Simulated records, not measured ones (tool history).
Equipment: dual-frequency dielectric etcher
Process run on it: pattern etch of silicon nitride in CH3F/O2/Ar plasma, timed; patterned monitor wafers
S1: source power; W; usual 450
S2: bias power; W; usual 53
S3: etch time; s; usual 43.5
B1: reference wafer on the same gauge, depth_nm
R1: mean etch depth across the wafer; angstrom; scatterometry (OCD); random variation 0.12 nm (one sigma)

run   hour   S1  S2    S3     B1     R1
  1      0  450  59  43.5  24.95  290.2
      22.6  -- gauge calibrated
  2   24.4  450  59  43.5  25.52  294.9
  3   50.2  450  59  43.5  25.45  294.2
  4   65.8  410  53    53   25.4  332.6
  5   84.9  530  53  43.5  25.33    308
  6  129.8  450  53  43.5  25.25  284.3
  7  160.3  450  53  43.5  25.21  283.3
  8  190.1  450  53  43.5  25.17  281.5
  9  212.3  450  53  43.5  25.15  282.3
 10  240.9  450  53  43.5  25.11  281.8
 11  268.3  410  47  43.5  25.06  259.2
     295.1  -- source power generator calibrated
 12  295.6  410  47  43.5  25.07  258.6
 13  328.1  450  53    52  25.06  336.8
     344.6  -- bias power generator calibrated
 14  345.7  450  45    37  25.03  227.2
     373.7  -- wet clean of the chamber
 15  374.2  340  47    37  25.03  198.8
 16  403.1  450  62  43.5     25    293
 17  438.9  390  58  43.5  24.99  268.5
     468.5  -- upper electrode replaced
 18    469  450  53  43.5  24.99    280
 19  483.4  380  53  38.5  24.99  228.1
 20  498.6  540  48    50  24.96  340.7
 21  514.8  450  53  43.5  24.95  280.9
     515.5  -- gauge calibrated
 22    548  450  53  43.5  25.37  283.6
 23  573.7  450  53  43.5  25.33  282.5
 24  606.1  450  53  43.5  25.23  283.3
 25  618.4  450  53  43.5  25.22  282.2
 26  632.6  370  64  43.5  25.18  269.5
 27  667.8  450  57  36.5  25.12  242.4
 28  682.3  450  53    36  25.09  234.6
 29  714.1  450  64  37.5  25.07  255.9

Subtracting, for every run, the result it would have given without the tool's unlogged condition from the measured result gives the following. The same run-to-run variation enters both numbers; the gauge's scatter may not:
Hidden state present: etch rate over this chamber's usual, %; source power that arrives over what is set, %; bias power that arrives over what is set, %; gauge reads high (%).
run    R1
  1  -6.8
  2  +0.2
  3  -0.6
  4  -1.2
  5  -1.7
  6  -2.6
  7  -3.2
  8  -3.7
  9    -4
 10  -4.3
 11  -4.2
 12  -4.5
 13  -6.2
 14  -4.2
 15  -3.8
 16  -5.8
 17  -5.4
 18  -5.8
 19  -4.8
 20  -7.2
 21    -6
 22  -1.4
 23  -2.1
 24    -3
 25  -3.2
 26  -3.3
 27  -3.5
 28  -3.6
 29  -4.4
